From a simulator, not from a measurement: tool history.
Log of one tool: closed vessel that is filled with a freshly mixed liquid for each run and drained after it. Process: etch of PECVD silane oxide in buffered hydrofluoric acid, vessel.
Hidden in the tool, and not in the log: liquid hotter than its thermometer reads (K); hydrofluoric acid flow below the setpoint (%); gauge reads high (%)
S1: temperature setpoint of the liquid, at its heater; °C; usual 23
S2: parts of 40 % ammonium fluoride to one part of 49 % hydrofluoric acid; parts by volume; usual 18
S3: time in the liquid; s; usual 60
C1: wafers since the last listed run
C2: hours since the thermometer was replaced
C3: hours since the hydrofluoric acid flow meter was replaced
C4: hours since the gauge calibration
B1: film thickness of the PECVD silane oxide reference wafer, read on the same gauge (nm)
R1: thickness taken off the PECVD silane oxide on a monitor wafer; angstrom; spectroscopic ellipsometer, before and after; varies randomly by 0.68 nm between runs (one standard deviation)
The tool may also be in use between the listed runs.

Run 1, hour 0: usual settings but S1 21.5 °C; C1 0; C2 1001.6; C3 808.6; C4 1497.9; B1 39.96. Result: R1 1031.8 angstrom.
Run 2, hour 50.4: usual settings; C1 3906; C2 1052; C3 859; C4 1548.3; B1 40. Result: R1 1116.9 angstrom.
Run 3, hour 99.9: usual settings; C1 3836; C2 1101.5; C3 908.5; C4 1597.8; B1 39.95. Result: R1 1117.7 angstrom.
At hour 108.2: hydrofluoric acid flow meter replaced.
Run 4, hour 154.5: usual settings; C1 4154; C2 1156.1; C3 46.3; C4 1652.4; B1 40. Result: R1 1160.9 angstrom.
Run 5, hour 195.5: usual settings; C1 3178; C2 1197.1; C3 87.3; C4 1693.4; B1 39.96. Result: R1 1158.9 angstrom.
Run 6, hour 232.7: usual settings but S3 45 s; C1 2883; C2 1234.3; C3 124.5; C4 1730.6; B1 39.99. Result: R1 871.5 angstrom.
Run 7, hour 260: usual settings but S3 45 s; C1 2116; C2 1261.6; C3 151.8; C4 1757.9; B1 39.99. Result: R1 864.3 angstrom.
At hour 276.9: gauge calibrated.
Run 8, hour 309.5: usual settings but S3 45 s; C1 3836; C2 1311.1; C3 201.3; C4 32.6; B1 40. Result: R1 869.8 angstrom.
Run 9, hour 371.6: usual settings but S2 16 parts by volume; C1 4813; C2 1373.2; C3 263.4; C4 94.7; B1 40.02. Result: R1 1294.6 angstrom.
Run 10, hour 425.9: usual settings; C1 4208; C2 1427.5; C3 317.7; C4 149; B1 39.98. Result: R1 1153 angstrom.
Run 11, hour 495.4: usual settings; C1 5387; C2 1497; C3 387.2; C4 218.5; B1 39.98. Result: R1 1156.9 angstrom.
Run 12, hour 530.4: usual settings; C1 2712; C2 1532; C3 422.2; C4 253.5; B1 40. Result: R1 1139 angstrom.
Run 13, hour 587.1: usual settings but S2 22 parts by volume, S3 75 s; C1 4395; C2 1588.7; C3 478.9; C4 310.2; B1 40.01. Result: R1 1215.6 angstrom.
At hour 632.3: thermometer replaced.
Run 14, hour 640.6: usual settings but S2 23.5 parts by volume; C1 4069; C2 8.3; C3 532.4; C4 363.7; B1 40.03. Result: R1 937 angstrom.
Run 15, hour 683.8: usual settings but S1 27.5 °C, S2 12.5 parts by volume, S3 30 s; C1 3348; C2 51.5; C3 575.6; C4 406.9; B1 40.03. Result: R1 1040.7 angstrom.
Run 16, hour 725.7: usual settings but S2 15 parts by volume; C1 3247; C2 93.4; C3 617.5; C4 448.8; B1 40.01. Result: R1 1353.8 angstrom.
Run 17, hour 765.5: usual settings but S1 25 °C, S3 50 s; C1 3085; C2 133.2; C3 657.3; C4 488.6; B1 40.04. Result: R1 1061.5 angstrom.
Run 18, hour 797.2: usual settings; C1 2457; C2 164.9; C3 689; C4 520.3; B1 39.99. Result: R1 1139.5 angstrom.
Run 19, hour 837.1: usual settings but S2 13 parts by volume, S3 50 s; C1 3092; C2 204.8; C3 728.9; C4 560.2; B1 40.02. Result: R1 1289.2 angstrom.
Run 20, hour 881.4: usual settings but S1 19 °C, S2 15.5 parts by volume, S3 80 s; C1 3433; C2 249.1; C3 773.2; C4 604.5; B1 40.02. Result: R1 1387 angstrom.
Run 21, hour 919.2: usual settings; C1 2930; C2 286.9; C3 811; C4 642.3; B1 40.03. Result: R1 1118.6 angstrom.
Run 22, hour 980.6: usual settings; C1 4759; C2 348.3; C3 872.4; C4 703.7; B1 40. Result: R1 1126.4 angstrom.
Run 23, hour 1024.6: usual settings but S2 20 parts by volume, S3 85 s; C1 3410; C2 392.3; C3 916.4; C4 747.7; B1 39.98. Result: R1 1453.3 angstrom.
Run 24, hour 1076.6: usual settings; C1 4030; C2 444.3; C3 968.4; C4 799.7; B1 39.95. Result: R1 1121.7 angstrom.
At hour 1105.5: hydrofluoric acid flow meter replaced.
Run 25, hour 1121.9: usual settings but S1 26 °C, S2 20 parts by volume, S3 70 s; C1 3433; C2 489.6; C3 16.4; C4 845; B1 39.98. Result: R1 1432.2 angstrom.
Run 26, hour 1192.1: usual settings but S1 27.5 °C; C1 5441; C2 559.8; C3 86.6; C4 915.2; B1 40.01. Result: R1 1488.4 angstrom.
Run 27, hour 1263.2: usual settings; C1 5511; C2 630.9; C3 157.7; C4 986.3; B1 40. Result: R1 1152.5 angstrom.
Run 28, hour 1289.9: usual settings but S3 45 s; C1 2069; C2 657.6; C3 184.4; C4 1013; B1 39.96. Result: R1 861.2 angstrom.
Run 29, hour 1326.5: usual settings but S1 20.5 °C, S2 21.5 parts by volume, S3 45 s; C1 2836; C2 694.2; C3 221; C4 1049.6; B1 40.03. Result: R1 655 angstrom.
Run 30, hour 1393.4: usual settings but S2 21 parts by volume; C1 5185; C2 761.1; C3 287.9; C4 1116.5; B1 40.01. Result: R1 1009 angstrom.
Run 31, hour 1463.3: usual settings but S1 24.5 °C, S3 75 s; C1 5418; C2 831; C3 357.8; C4 1186.4; B1 40. Result: R1 1567.4 angstrom.
Run 32, hour 1580.5: usual settings but S1 21.5 °C, S2 24.5 parts by volume, S3 50 s; C1 9084; C2 948.2; C3 475; C4 1303.6; B1 39.93. Result: R1 691.3 angstrom.
Run 33, hour 1605.3: usual settings but S3 45 s; C1 1922; C2 973; C3 499.8; C4 1328.4; B1 39.95. Result: R1 855.7 angstrom.

3 options for the next run, each taken on its own from the tool as it stands now. Forecast them:
Run A, hour 1606: usual settings but S1 19 °C; C1 54; C2 973.7; C3 500.5; C4 1329.1; B1 ?. Result: R1 ?.
Run B, hour 1606: usual settings but S1 27.5 °C, S2 25 parts by volume, S3 40 s; C1 54; C2 973.7; C3 500.5; C4 1329.1; B1 ?. Result: R1 ?.
Run C, hour 1606: usual settings but S1 20.5 °C, S2 24 parts by volume, S3 50 s; C1 54; C2 973.7; C3 500.5; C4 1329.1; B1 ?. Result: R1 ?.

run     B1     R1
  A  40.05  911.9
  B  40.05    756
  C  40.05  661.8
Had the tool no hidden state, the same runs would have come out as:
run     R1
  A  934.4
  B  768.9
  C  673.2

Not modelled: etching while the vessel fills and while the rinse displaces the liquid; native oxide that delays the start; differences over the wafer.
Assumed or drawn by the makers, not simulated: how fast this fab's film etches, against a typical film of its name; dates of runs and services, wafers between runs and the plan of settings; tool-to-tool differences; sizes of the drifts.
